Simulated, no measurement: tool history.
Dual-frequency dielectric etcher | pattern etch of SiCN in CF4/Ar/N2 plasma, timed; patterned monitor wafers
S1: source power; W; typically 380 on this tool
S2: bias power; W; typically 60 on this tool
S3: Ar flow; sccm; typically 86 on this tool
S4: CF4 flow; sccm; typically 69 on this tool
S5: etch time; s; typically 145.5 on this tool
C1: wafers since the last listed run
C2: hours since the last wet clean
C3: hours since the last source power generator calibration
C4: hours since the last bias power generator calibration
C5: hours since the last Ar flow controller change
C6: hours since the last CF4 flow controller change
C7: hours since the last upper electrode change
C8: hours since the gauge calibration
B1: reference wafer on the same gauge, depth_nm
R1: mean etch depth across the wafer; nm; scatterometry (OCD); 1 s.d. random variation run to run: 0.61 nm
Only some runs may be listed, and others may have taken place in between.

run	hour	S1	S2	S3	S4	S5	C1	C2	C3	C4	C5	C6	C7	C8	B1	R1
1	0.0	380	60	86	69	111.0	0	77.3	3761.3	3768.3	3901.7	3437.8	2454.3	882.4	87.1	78.4
2	38.7	380	60	86	69	145.5	360	116.0	3800.0	3807.0	3940.4	3476.5	2493.0	921.1	86.9	104.5
3	57.3	380	60	86	69	145.5	173	134.6	3818.6	3825.6	3959.0	3495.1	2511.6	939.7	86.9	104.1
4	70.5	380	60	86	69	145.5	123	147.8	3831.8	3838.8	3972.2	3508.3	2524.8	952.9	86.9	105.0
5	104.1	380	60	86	69	145.5	313	181.4	3865.4	3872.4	4005.8	3541.9	2558.4	986.5	87.0	105.0
6	170.2	380	60	86	73	145.5	615	247.5	3931.5	3938.5	4071.9	3608.0	2624.5	1052.6	87.3	106.4
7	184.2	380	60	101	69	145.5	130	261.5	3945.5	3952.5	4085.9	3622.0	2638.5	1066.6	86.9	104.1
# hour 185.1: gauge calibrated
8	207.0	380	60	86	69	145.5	212	284.3	3968.3	3975.3	4108.7	3644.8	2661.3	21.9	87.2	106.4
9	226.5	380	52	86	81	145.5	181	303.8	3987.8	3994.8	4128.2	3664.3	2680.8	41.4	87.0	103.2
10	248.4	330	55	86	69	163.5	204	325.7	4009.7	4016.7	4150.1	3686.2	2702.7	63.3	86.9	102.2
11	274.6	380	73	86	56	145.5	244	351.9	4035.9	4042.9	4176.3	3712.4	2728.9	89.5	87.0	111.3
# hour 286.0: Ar flow controller replaced
# hour 320.6: CF4 flow controller replaced
12	356.4	380	60	86	69	145.5	650	433.7	4117.7	4124.7	70.4	35.8	2810.7	171.3	86.9	107.4
13	381.7	380	60	94	69	145.5	235	459.0	4143.0	4150.0	95.7	61.1	2836.0	196.6	87.0	105.7
14	402.0	380	60	86	69	145.5	189	479.3	4163.3	4170.3	116.0	81.4	2856.3	216.9	87.0	109.1
# hour 433.3: bias power generator calibrated
# hour 463.0: source power generator calibrated
# hour 499.4: wet clean of the chamber
# hour 522.4: upper electrode replaced
15	522.9	380	60	86	69	145.5	614	23.5	59.9	89.6	236.9	202.3	0.5	337.8	87.0	104.7
16	523.3	380	60	86	69	145.5	3	23.9	60.3	90.0	237.3	202.7	0.9	338.2	87.1	104.6
17	544.5	380	72	86	69	145.5	197	45.1	81.5	111.2	258.5	223.9	22.1	359.4	87.0	111.8
18	580.3	280	65	100	69	124.5	333	80.9	117.3	147.0	294.3	259.7	57.9	395.2	87.0	67.0
19	607.2	330	60	86	69	145.5	250	107.8	144.2	173.9	321.2	286.6	84.8	422.1	87.0	92.6
20	626.8	380	60	86	78	145.5	182	127.4	163.8	193.5	340.8	306.2	104.4	441.7	87.0	105.8
21	650.7	380	60	86	69	145.5	222	151.3	187.7	217.4	364.7	330.1	128.3	465.6	87.1	105.3
22	698.6	300	60	86	69	145.5	446	199.2	235.6	265.3	412.6	378.0	176.2	513.5	86.9	84.3

3 options for the next run, each taken on its own from the tool as it stands now. Forecast them:
A	699.1	380	60	86	69	145.5	4	199.7	236.1	265.8	413.1	378.5	176.7	514.0	?	?
B	699.1	480	66	70	69	106.0	4	199.7	236.1	265.8	413.1	378.5	176.7	514.0	?	?
C	699.1	480	72	107	69	160.0	4	199.7	236.1	265.8	413.1	378.5	176.7	514.0	?	?

run	B1	R1
A	87.1	106.7
B	87.1	103.4
C	87.1	151.9
Take away the tool's hidden state, keep each run's random variation, and the runs would have read:
run	R1
A	103.9
B	100.7
C	148.0
